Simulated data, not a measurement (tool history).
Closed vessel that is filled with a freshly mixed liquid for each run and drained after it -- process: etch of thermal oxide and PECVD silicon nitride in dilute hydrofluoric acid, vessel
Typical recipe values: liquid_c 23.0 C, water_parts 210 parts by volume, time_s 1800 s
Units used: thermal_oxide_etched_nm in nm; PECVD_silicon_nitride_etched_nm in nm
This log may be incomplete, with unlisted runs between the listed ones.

run,hour,liquid_c,water_parts,time_s,wafers since the last listed run,hours since the thermometer was replaced,hours since the hydrofluoric acid flow meter was replaced,hours since the gauge calibration,"read-back film thickness of the thermal oxide reference wafer, read on the same gauge (nm)","read-back film thickness of the PECVD silicon nitride reference wafer, read on the same gauge (nm)",thermal_oxide_etched_nm,PECVD_silicon_nitride_etched_nm
1,0.0,25.5,210,1800,0,2116.7,351.7,795.0,49.57,148.63,37.91,46.08
2,31.9,23.0,210,1800,1465,2148.6,383.6,826.9,49.54,148.52,35.21,39.69
3,76.9,23.0,250,1800,2067,2193.6,428.6,871.9,49.46,148.33,27.79,33.27
4,111.8,23.0,250,1800,1603,2228.5,463.5,906.8,49.40,148.17,28.02,33.43
5,145.6,23.0,250,1800,1553,2262.3,497.3,940.6,49.33,147.94,28.34,32.99
6,171.5,23.0,210,1800,1190,2288.2,523.2,966.5,49.28,147.81,34.69,38.47
7,216.2,23.0,210,1800,2054,2332.9,567.9,1011.2,49.20,147.64,34.98,39.02
# hour 269.5: hydrofluoric acid flow meter replaced
8,274.8,23.0,210,1800,2646,2391.5,5.3,1069.8,49.09,147.22,34.43,38.86
9,334.5,23.0,210,1800,2743,2451.2,65.0,1129.5,48.97,146.88,34.70,38.96
10,396.0,23.0,210,1800,2826,2512.7,126.5,1191.0,48.84,146.53,34.42,38.79
11,435.4,23.0,130,2365,1810,2552.1,165.9,1230.4,48.75,146.20,78.10,81.53
# hour 446.3: thermometer replaced
12,487.5,23.0,210,1800,2348,41.2,218.0,1282.5,48.65,145.88,34.55,38.37
13,515.2,23.0,250,1800,1272,68.9,245.7,1310.2,48.51,145.68,27.31,32.57
# hour 522.2: gauge calibrated
14,540.9,23.0,145,1800,1181,94.6,271.4,18.7,50.35,151.01,55.34,57.47
15,583.0,27.5,150,965,1934,136.7,313.5,60.8,50.34,151.00,33.65,39.66
16,613.8,23.0,170,1800,1415,167.5,344.3,91.6,50.33,151.05,45.96,48.88
17,669.4,24.5,160,2450,2555,223.1,399.9,147.2,50.31,151.01,70.57,78.33
18,731.7,23.0,210,2660,2862,285.4,462.2,209.5,50.29,150.88,53.33,59.46
# hour 763.8: hydrofluoric acid flow meter replaced
19,765.5,25.5,170,2285,1507,319.2,1.7,243.3,50.28,150.85,63.82,73.03
20,811.6,25.5,170,2285,2118,365.3,47.8,289.4,50.25,150.84,63.37,72.88
21,877.0,19.5,140,2085,3005,430.7,113.2,354.8,50.22,150.67,57.77,54.27
22,930.6,18.5,280,2405,2463,484.3,166.8,408.4,50.24,150.57,27.81,30.54
23,964.1,27.0,210,1800,1539,517.8,200.3,441.9,50.15,150.48,41.43,51.34
24,1014.2,23.0,210,1800,2302,567.9,250.4,492.0,50.10,150.36,35.35,40.13
25,1064.6,23.0,145,1800,2316,618.3,300.8,542.4,50.07,150.25,55.60,57.69
26,1116.0,19.0,120,2200,2362,669.7,352.2,593.8,50.01,150.03,70.81,64.65

Predict each of these 3 candidate next runs independently; none follows another, all start after run 26:
A,1117.2,21.5,210,1800,55,670.9,353.4,595.0,?,?,?,?
B,1117.2,27.0,270,880,55,670.9,353.4,595.0,?,?,?,?
C,1117.2,24.5,245,2080,55,670.9,353.4,595.0,?,?,?,?

run,"read-back film thickness of the thermal oxide reference wafer, read on the same gauge (nm)","read-back film thickness of the PECVD silicon nitride reference wafer, read on the same gauge (nm)",thermal_oxide_etched_nm,PECVD_silicon_nitride_etched_nm
A,50.04,150.08,33.22,36.49
B,50.04,150.08,14.46,19.58
C,50.04,150.08,35.44,43.79
With no hidden state in the tool, these same runs would have given:
run,thermal_oxide_etched_nm,PECVD_silicon_nitride_etched_nm
A,33.20,36.48
B,14.46,19.57
C,35.43,43.77
